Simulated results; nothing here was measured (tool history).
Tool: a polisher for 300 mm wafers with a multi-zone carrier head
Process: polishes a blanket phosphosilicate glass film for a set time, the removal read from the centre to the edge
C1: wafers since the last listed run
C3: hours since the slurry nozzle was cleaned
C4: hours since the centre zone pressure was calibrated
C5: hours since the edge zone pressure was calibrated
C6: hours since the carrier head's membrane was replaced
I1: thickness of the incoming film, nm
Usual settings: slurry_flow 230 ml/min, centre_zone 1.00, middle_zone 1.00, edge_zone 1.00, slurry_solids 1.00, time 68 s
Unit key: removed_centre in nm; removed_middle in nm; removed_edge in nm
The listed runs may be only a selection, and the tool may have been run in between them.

run 1 hour=0.0 | slurry_flow=230 centre_zone=1.00 middle_zone=1.00 edge_zone=0.95 slurry_solids=1.15 time=68 | C1=0 wafers_polished_on_this_pad=750 C3=240.6 C4=14.2 C5=210.4 C6=1272.5 | I1=2087.3 | removed_centre=426.3 removed_middle=424.4 removed_edge=397.2
run 2 hour=35.8 | slurry_flow=230 centre_zone=1.00 middle_zone=0.90 edge_zone=1.00 slurry_solids=0.90 time=68 | C1=286 wafers_polished_on_this_pad=1037 C3=276.4 C4=50.0 C5=246.2 C6=1308.3 | I1=2111.7 | removed_centre=373.7 removed_middle=351.4 removed_edge=373.2
run 3 hour=58.9 | slurry_flow=170 centre_zone=1.09 middle_zone=1.00 edge_zone=1.00 slurry_solids=1.15 time=90 | C1=184 wafers_polished_on_this_pad=1222 C3=299.5 C4=73.1 C5=269.3 C6=1331.4 | I1=2067.8 | removed_centre=550.7 removed_middle=537.5 removed_edge=527.3
run 4 hour=76.4 | slurry_flow=230 centre_zone=1.00 middle_zone=1.00 edge_zone=0.92 slurry_solids=1.00 time=68 | C1=139 wafers_polished_on_this_pad=1361 C3=317.0 C4=90.6 C5=286.8 C6=1348.9 | I1=2113.3 | removed_centre=397.0 removed_middle=403.1 removed_edge=375.0
-- hour=84.0 worn pad replaced by a new one
run 5 hour=92.9 | slurry_flow=230 centre_zone=1.12 middle_zone=1.00 edge_zone=1.10 slurry_solids=1.00 time=68 | C1=99 wafers_polished_on_this_pad=71 C3=333.5 C4=107.1 C5=303.3 C6=1365.4 | I1=2098.9 | removed_centre=429.4 removed_middle=401.0 removed_edge=408.6
run 6 hour=123.5 | slurry_flow=230 centre_zone=1.00 middle_zone=1.00 edge_zone=1.06 slurry_solids=1.20 time=68 | C1=244 wafers_polished_on_this_pad=316 C3=364.1 C4=137.7 C5=333.9 C6=1396.0 | I1=2098.2 | removed_centre=424.9 removed_middle=433.4 removed_edge=424.2
run 7 hour=141.2 | slurry_flow=230 centre_zone=1.00 middle_zone=1.00 edge_zone=1.00 slurry_solids=1.00 time=68 | C1=141 wafers_polished_on_this_pad=457 C3=381.8 C4=155.4 C5=351.6 C6=1413.7 | I1=2085.5 | removed_centre=396.0 removed_middle=407.9 removed_edge=388.3
run 8 hour=157.2 | slurry_flow=230 centre_zone=1.00 middle_zone=1.00 edge_zone=1.00 slurry_solids=1.00 time=68 | C1=127 wafers_polished_on_this_pad=585 C3=397.8 C4=171.4 C5=367.6 C6=1429.7 | I1=2082.7 | removed_centre=400.4 removed_middle=402.0 removed_edge=390.5
-- hour=183.4 slurry nozzle cleaned
run 9 hour=192.0 | slurry_flow=165 centre_zone=1.00 middle_zone=1.00 edge_zone=1.05 slurry_solids=1.00 time=55 | C1=270 wafers_polished_on_this_pad=856 C3=8.6 C4=206.2 C5=402.4 C6=1464.5 | I1=2092.7 | removed_centre=297.1 removed_middle=312.6 removed_edge=313.1
run 10 hour=209.4 | slurry_flow=230 centre_zone=1.00 middle_zone=0.95 edge_zone=0.90 slurry_solids=1.20 time=68 | C1=139 wafers_polished_on_this_pad=995 C3=26.0 C4=223.6 C5=419.8 C6=1481.9 | I1=2095.4 | removed_centre=417.2 removed_middle=414.7 removed_edge=397.9
run 11 hour=234.9 | slurry_flow=230 centre_zone=1.00 middle_zone=1.00 edge_zone=1.00 slurry_solids=1.00 time=88 | C1=203 wafers_polished_on_this_pad=1199 C3=51.5 C4=249.1 C5=445.3 C6=1507.4 | I1=2109.2 | removed_centre=500.4 removed_middle=522.5 removed_edge=502.0
-- hour=267.7 edge zone pressure recalibrated
-- hour=297.8 worn pad replaced by a new one
-- hour=330.6 carrier head's membrane replaced by a new one
run 12 hour=335.5 | slurry_flow=230 centre_zone=1.10 middle_zone=1.00 edge_zone=1.00 slurry_solids=1.00 time=68 | C1=716 wafers_polished_on_this_pad=261 C3=152.1 C4=349.7 C5=67.8 C6=4.9 | I1=2046.7 | removed_centre=406.7 removed_middle=401.8 removed_edge=388.6
run 13 hour=353.4 | slurry_flow=180 centre_zone=1.00 middle_zone=1.00 edge_zone=1.00 slurry_solids=1.00 time=68 | C1=143 wafers_polished_on_this_pad=405 C3=170.0 C4=367.6 C5=85.7 C6=22.8 | I1=2075.7 | removed_centre=368.6 removed_middle=388.7 removed_edge=376.1
run 14 hour=386.6 | slurry_flow=230 centre_zone=1.00 middle_zone=0.94 edge_zone=1.00 slurry_solids=1.00 time=68 | C1=265 wafers_polished_on_this_pad=670 C3=203.2 C4=400.8 C5=118.9 C6=56.0 | I1=2083.4 | removed_centre=384.8 removed_middle=389.9 removed_edge=382.9
run 15 hour=416.6 | slurry_flow=230 centre_zone=1.00 middle_zone=1.00 edge_zone=1.00 slurry_solids=1.00 time=68 | C1=239 wafers_polished_on_this_pad=910 C3=233.2 C4=430.8 C5=148.9 C6=86.0 | I1=2107.6 | removed_centre=387.0 removed_middle=405.9 removed_edge=386.9
run 16 hour=434.5 | slurry_flow=285 centre_zone=1.00 middle_zone=1.04 edge_zone=0.88 slurry_solids=1.00 time=46 | C1=143 wafers_polished_on_this_pad=1053 C3=251.1 C4=448.7 C5=166.8 C6=103.9 | I1=2065.4 | removed_centre=268.0 removed_middle=285.0 removed_edge=253.8
run 17 hour=452.5 | slurry_flow=230 centre_zone=0.95 middle_zone=1.00 edge_zone=1.00 slurry_solids=1.00 time=58 | C1=143 wafers_polished_on_this_pad=1197 C3=269.1 C4=466.7 C5=184.8 C6=121.9 | I1=2058.6 | removed_centre=318.8 removed_middle=344.5 removed_edge=323.9
run 18 hour=487.5 | slurry_flow=230 centre_zone=1.00 middle_zone=1.00 edge_zone=1.00 slurry_solids=1.00 time=68 | C1=279 wafers_polished_on_this_pad=1477 C3=304.1 C4=501.7 C5=219.8 C6=156.9 | I1=2083.5 | removed_centre=383.5 removed_middle=407.5 removed_edge=393.0
-- hour=515.6 worn pad replaced by a new one
run 19 hour=516.1 | slurry_flow=230 centre_zone=1.00 middle_zone=1.00 edge_zone=1.00 slurry_solids=1.00 time=68 | C1=196 wafers_polished_on_this_pad=4 C3=332.7 C4=530.3 C5=248.4 C6=185.5 | I1=2090.0 | removed_centre=375.0 removed_middle=404.2 removed_edge=394.1
run 20 hour=533.8 | slurry_flow=230 centre_zone=1.00 middle_zone=1.00 edge_zone=1.05 slurry_solids=1.00 time=68 | C1=141 wafers_polished_on_this_pad=145 C3=350.4 C4=548.0 C5=266.1 C6=203.2 | I1=2081.0 | removed_centre=379.3 removed_middle=405.9 removed_edge=396.4
run 21 hour=559.5 | slurry_flow=165 centre_zone=1.00 middle_zone=1.00 edge_zone=1.00 slurry_solids=1.00 time=68 | C1=205 wafers_polished_on_this_pad=351 C3=376.1 C4=573.7 C5=291.8 C6=228.9 | I1=2089.9 | removed_centre=352.8 removed_middle=378.4 removed_edge=375.3

Give the tool's hidden conditions for every run:
removal rate lost through wear of the pad, %: 0 across all the runs
slurry flow missing at the pad, %: 0 across all the runs
deviation of the edge zone's pressure from its setpoint, %: 0 across all the runs
H1: deviation of the centre zone's pressure from its setpoint, %
run=1 H1=-0.248
run=2 H1=-1.12
run=3 H1=-1.65
run=4 H1=-2.04
run=5 H1=-2.39
run=6 H1=-3.01
run=7 H1=-3.35
run=8 H1=-3.65
run=9 H1=-4.26
run=10 H1=-4.55
run=11 H1=-4.96
run=12 H1=-6.38
run=13 H1=-6.6
run=14 H1=-6.99
run=15 H1=-7.32
run=16 H1=-7.51
run=17 H1=-7.69
run=18 H1=-8.03
run=19 H1=-8.29
run=20 H1=-8.44
run=21 H1=-8.65

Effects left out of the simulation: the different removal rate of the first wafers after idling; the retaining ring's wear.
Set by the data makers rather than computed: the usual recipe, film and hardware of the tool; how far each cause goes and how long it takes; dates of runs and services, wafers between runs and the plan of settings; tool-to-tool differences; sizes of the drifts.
